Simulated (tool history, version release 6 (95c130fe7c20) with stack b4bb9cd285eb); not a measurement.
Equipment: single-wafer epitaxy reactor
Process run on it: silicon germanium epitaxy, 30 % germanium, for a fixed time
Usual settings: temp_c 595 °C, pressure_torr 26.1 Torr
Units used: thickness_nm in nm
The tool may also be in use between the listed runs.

run	hour	temp_c	pressure_torr	read-back reference wafer on the same gauge, thickness_nm	thickness_nm
1	0	595	26.1	67.214	66.539
2	12.3	595	26.1	67.201	66.279
3	21.6	595	26.1	67.247	66.219
4	32.7	603	24	67.243	73.875
5	46.7	603	24	67.173	74.031
6	54.8	595	26.1	67.155	66.331
7	62.9	595	26.1	67.202	66.554
8	74.4	595	26.1	67.188	66.405
# hour 91.2: capacitance manometer re-zeroed and calibrated
9	92	595	26.1	67.133	63.621
10	106.3	595	22.7	67.22	57.703
11	117.6	581	29.9	67.152	51.462
# hour 130.1: showerhead replaced
12	130.6	595	26.1	67.152	63.652
13	132.6	599	26.1	67.23	69.03
14	149.1	595	26.1	67.175	63.553
# hour 164.8: pyrometer calibrated
15	165.5	589	28.6	67.276	59.637
16	183.2	595	26.1	67.191	63.823
17	198.4	605	23.7	67.196	73.424
18	211.3	600	20.7	67.205	59.49
19	219.1	595	29.6	67.162	69.428
# hour 219.8: gauge calibrated
20	266.5	602	29.3	67.243	80.034
21	277	585	26.1	67.268	51.695

Alternative continuations, all from the tool just after run 21; predict every row:
A	277.4	608	26.1	?	?
B	277.4	588	26.1	?	?
C	277.4	583	26.1	?	?
D	277.4	581	28.9	?	?
E	277.4	590	22.1	?	?

run	read-back reference wafer on the same gauge, thickness_nm	thickness_nm
A	67.206	84.034
B	67.206	55.322
C	67.206	49.659
D	67.206	50.835
E	67.206	51.174
Without the tool's unlogged condition, the same runs would have read:
run	thickness_nm
A	83.009
B	54.647
C	49.053
D	50.215
E	50.55
